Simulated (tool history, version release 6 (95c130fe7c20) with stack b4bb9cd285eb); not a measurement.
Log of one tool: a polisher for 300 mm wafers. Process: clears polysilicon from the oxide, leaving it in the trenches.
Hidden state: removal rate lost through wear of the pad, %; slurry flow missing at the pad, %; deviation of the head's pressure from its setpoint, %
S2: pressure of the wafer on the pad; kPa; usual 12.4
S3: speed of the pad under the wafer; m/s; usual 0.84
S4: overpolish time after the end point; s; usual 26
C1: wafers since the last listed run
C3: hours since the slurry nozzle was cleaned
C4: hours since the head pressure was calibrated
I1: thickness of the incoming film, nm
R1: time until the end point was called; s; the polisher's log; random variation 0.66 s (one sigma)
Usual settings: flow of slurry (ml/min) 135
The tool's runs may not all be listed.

{"run": 1, "hour": 0.0, "flow of slurry (ml/min)": 120, "S2": 12.4, "S3": 0.84, "S4": 26, "C1": 0, "wafers polished on this pad": 88, "C3": 413.3, "C4": 518.7, "I1": 374.3, "R1": 61.1}
{"run": 2, "hour": 28.9, "flow of slurry (ml/min)": 135, "S2": 12.4, "S3": 0.84, "S4": 26, "C1": 269, "wafers polished on this pad": 358, "C3": 442.2, "C4": 547.6, "I1": 363.9, "R1": 63.6}
{"run": 3, "hour": 53.7, "flow of slurry (ml/min)": 135, "S2": 12.4, "S3": 0.84, "S4": 37, "C1": 231, "wafers polished on this pad": 589, "C3": 467.0, "C4": 572.4, "I1": 365.3, "R1": 65.9}
{"hour": 58.3, "done": "worn pad replaced by a new one"}
{"run": 4, "hour": 83.9, "flow of slurry (ml/min)": 135, "S2": 12.4, "S3": 0.84, "S4": 33, "C1": 244, "wafers polished on this pad": 238, "C3": 497.2, "C4": 602.6, "I1": 370.5, "R1": 64.8}
{"run": 5, "hour": 96.5, "flow of slurry (ml/min)": 135, "S2": 12.4, "S3": 1.08, "S4": 26, "C1": 117, "wafers polished on this pad": 355, "C3": 509.8, "C4": 615.2, "I1": 372.1, "R1": 50.9}
{"run": 6, "hour": 110.1, "flow of slurry (ml/min)": 135, "S2": 14.5, "S3": 0.84, "S4": 26, "C1": 126, "wafers polished on this pad": 482, "C3": 523.4, "C4": 628.8, "I1": 372.3, "R1": 56.6}
{"hour": 119.8, "done": "head pressure recalibrated"}
{"run": 7, "hour": 124.5, "flow of slurry (ml/min)": 135, "S2": 14.5, "S3": 0.84, "S4": 26, "C1": 115, "wafers polished on this pad": 598, "C3": 537.8, "C4": 4.7, "I1": 376.2, "R1": 59.5}
{"hour": 130.2, "done": "worn pad replaced by a new one"}
{"run": 8, "hour": 144.3, "flow of slurry (ml/min)": 135, "S2": 12.4, "S3": 1.08, "S4": 26, "C1": 147, "wafers polished on this pad": 131, "C3": 557.6, "C4": 24.5, "I1": 366.9, "R1": 47.1}
{"run": 9, "hour": 163.3, "flow of slurry (ml/min)": 135, "S2": 12.4, "S3": 0.84, "S4": 40, "C1": 177, "wafers polished on this pad": 308, "C3": 576.6, "C4": 43.5, "I1": 371.6, "R1": 64.6}
{"hour": 180.2, "done": "slurry nozzle cleaned"}
{"run": 10, "hour": 180.7, "flow of slurry (ml/min)": 160, "S2": 9.7, "S3": 0.84, "S4": 26, "C1": 152, "wafers polished on this pad": 461, "C3": 0.5, "C4": 60.9, "I1": 374.3, "R1": 84.6}
{"hour": 205.6, "done": "worn pad replaced by a new one"}
{"run": 11, "hour": 215.1, "flow of slurry (ml/min)": 135, "S2": 12.4, "S3": 0.84, "S4": 26, "C1": 283, "wafers polished on this pad": 88, "C3": 34.9, "C4": 95.3, "I1": 374.9, "R1": 62.9}
{"run": 12, "hour": 238.5, "flow of slurry (ml/min)": 135, "S2": 12.4, "S3": 1.12, "S4": 16, "C1": 218, "wafers polished on this pad": 306, "C3": 58.3, "C4": 118.7, "I1": 365.4, "R1": 48.0}
{"hour": 266.7, "done": "worn pad replaced by a new one"}
{"run": 13, "hour": 268.0, "flow of slurry (ml/min)": 95, "S2": 15.9, "S3": 0.94, "S4": 26, "C1": 237, "wafers polished on this pad": 12, "C3": 87.8, "C4": 148.2, "I1": 366.4, "R1": 41.7}
{"run": 14, "hour": 301.9, "flow of slurry (ml/min)": 120, "S2": 12.4, "S3": 0.84, "S4": 38, "C1": 316, "wafers polished on this pad": 328, "C3": 121.7, "C4": 182.1, "I1": 372.4, "R1": 66.3}
{"hour": 339.5, "done": "worn pad replaced by a new one"}
{"run": 15, "hour": 340.0, "flow of slurry (ml/min)": 125, "S2": 12.4, "S3": 1.12, "S4": 26, "C1": 318, "wafers polished on this pad": 4, "C3": 159.8, "C4": 220.2, "I1": 365.0, "R1": 43.8}

4 ways to go on from here, each from the tool as it stands after run 15. What would each give?
{"run": "A", "hour": 340.4, "flow of slurry (ml/min)": 105, "S2": 12.4, "S3": 0.84, "S4": 26, "C1": 3, "wafers polished on this pad": 8, "C3": 160.2, "C4": 220.6, "I1": 368.1, "R1": "?"}
{"run": "B", "hour": 340.4, "flow of slurry (ml/min)": 95, "S2": 12.4, "S3": 0.84, "S4": 26, "C1": 3, "wafers polished on this pad": 8, "C3": 160.2, "C4": 220.6, "I1": 368.1, "R1": "?"}
{"run": "C", "hour": 340.4, "flow of slurry (ml/min)": 135, "S2": 14.5, "S3": 0.98, "S4": 30, "C1": 3, "wafers polished on this pad": 8, "C3": 160.2, "C4": 220.6, "I1": 368.1, "R1": "?"}
{"run": "D", "hour": 340.4, "flow of slurry (ml/min)": 135, "S2": 10.3, "S3": 0.84, "S4": 19, "C1": 3, "wafers polished on this pad": 8, "C3": 160.2, "C4": 220.6, "I1": 368.1, "R1": "?"}

run=A R1=61.4
run=B R1=62.1
run=C R1=43.9
run=D R1=71.1
Without the tool's hidden state the same runs would have given:
run=A R1=59.8
run=B R1=60.6
run=C R1=42.8
run=D R1=69.4
